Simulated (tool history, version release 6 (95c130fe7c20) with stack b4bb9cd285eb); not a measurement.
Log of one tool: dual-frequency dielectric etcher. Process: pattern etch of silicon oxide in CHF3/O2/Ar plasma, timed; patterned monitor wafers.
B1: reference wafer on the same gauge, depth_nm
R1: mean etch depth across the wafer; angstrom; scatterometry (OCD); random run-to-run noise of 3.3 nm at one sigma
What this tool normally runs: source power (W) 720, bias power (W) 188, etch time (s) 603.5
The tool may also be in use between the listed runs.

Run 1, hour 0.0: usual settings; B1 1428.3. Result: R1 13760 angstrom.
At hour 27.0: wet clean of the chamber.
Run 2, hour 36.7: usual settings; B1 1429.7. Result: R1 13436 angstrom.
At hour 68.7: gauge calibrated.
At hour 87.8: upper electrode replaced.
Run 3, hour 94.1: usual settings but etch time (s) 489.5; B1 1429.2. Result: R1 10958 angstrom.
Run 4, hour 138.5: usual settings but etch time (s) 489.5; B1 1429.7. Result: R1 10931 angstrom.
Run 5, hour 182.0: usual settings but etch time (s) 503.0; B1 1429.0. Result: R1 11250 angstrom.
At hour 204.1: bias power generator calibrated.
Run 6, hour 227.6: usual settings but etch time (s) 503.0; B1 1430.2. Result: R1 11428 angstrom.
Run 7, hour 287.5: usual settings; B1 1429.4. Result: R1 13790 angstrom.
Run 8, hour 352.3: usual settings; B1 1429.2. Result: R1 13767 angstrom.
Run 9, hour 401.4: usual settings but etch time (s) 470.0; B1 1429.2. Result: R1 10770 angstrom.
Run 10, hour 436.3: usual settings; B1 1430.1. Result: R1 13814 angstrom.
Run 11, hour 507.0: usual settings; B1 1429.3. Result: R1 13927 angstrom.
Run 12, hour 544.2: usual settings but bias power (W) 145, etch time (s) 553.0; B1 1430.0. Result: R1 11977 angstrom.
At hour 612.9: wet clean of the chamber.
Run 13, hour 613.4: usual settings; B1 1430.5. Result: R1 13698 angstrom.
Run 14, hour 632.8: usual settings; B1 1429.9. Result: R1 13628 angstrom.
Run 15, hour 691.6: usual settings but etch time (s) 470.0; B1 1430.9. Result: R1 10631 angstrom.
Run 16, hour 732.9: usual settings but source power (W) 580, etch time (s) 452.5; B1 1430.6. Result: R1 9523 angstrom.
Run 17, hour 803.6: usual settings but source power (W) 780; B1 1429.4. Result: R1 14144 angstrom.
Run 18, hour 845.3: usual settings but etch time (s) 475.5; B1 1429.5. Result: R1 10850 angstrom.
Run 19, hour 904.0: usual settings but bias power (W) 153, etch time (s) 458.0; B1 1429.0. Result: R1 9949 angstrom.
Run 20, hour 968.4: usual settings but bias power (W) 143; B1 1430.1. Result: R1 12912 angstrom.
Run 21, hour 1019.4: usual settings; B1 1429.1. Result: R1 13799 angstrom.
Run 22, hour 1058.1: usual settings; B1 1428.3. Result: R1 13852 angstrom.
At hour 1104.8: wet clean of the chamber.
Run 23, hour 1105.3: usual settings but source power (W) 800, bias power (W) 150, etch time (s) 454.0; B1 1430.8. Result: R1 10077 angstrom.
Run 24, hour 1127.7: usual settings but bias power (W) 202; B1 1429.1. Result: R1 13918 angstrom.
Run 25, hour 1151.9: usual settings but source power (W) 790, bias power (W) 221; B1 1430.1. Result: R1 14706 angstrom.
Run 26, hour 1177.2: usual settings but source power (W) 620, bias power (W) 204, etch time (s) 733.0; B1 1429.4. Result: R1 16084 angstrom.
Run 27, hour 1208.1: usual settings but bias power (W) 221, etch time (s) 431.5; B1 1429.8. Result: R1 10166 angstrom.
Run 28, hour 1271.3: usual settings but source power (W) 670, bias power (W) 161, etch time (s) 754.0; B1 1431.1. Result: R1 16048 angstrom.

Below are 5 alternative next runs, each starting from the tool's condition after run 28. Predict each:
Run A, hour 1271.9: usual settings but source power (W) 890; B1 ?. Result: R1 ?.
Run B, hour 1271.9: usual settings but source power (W) 660; B1 ?. Result: R1 ?.
Run C, hour 1271.9: usual settings but source power (W) 860, etch time (s) 674.0; B1 ?. Result: R1 ?.
Run D, hour 1271.9: usual settings but bias power (W) 169; B1 ?. Result: R1 ?.
Run E, hour 1271.9: usual settings but bias power (W) 172, etch time (s) 500.5; B1 ?. Result: R1 ?.

run      B1     R1
  A  1429.7  14784
  B  1429.7  13293
  C  1429.7  16308
  D  1429.7  13343
  E  1429.7  11114
The same runs, with their run-to-run variation unchanged, on a tool lacking any hidden condition would have given:
run     R1
  A  14713
  B  13230
  C  16230
  D  13279
  E  11061
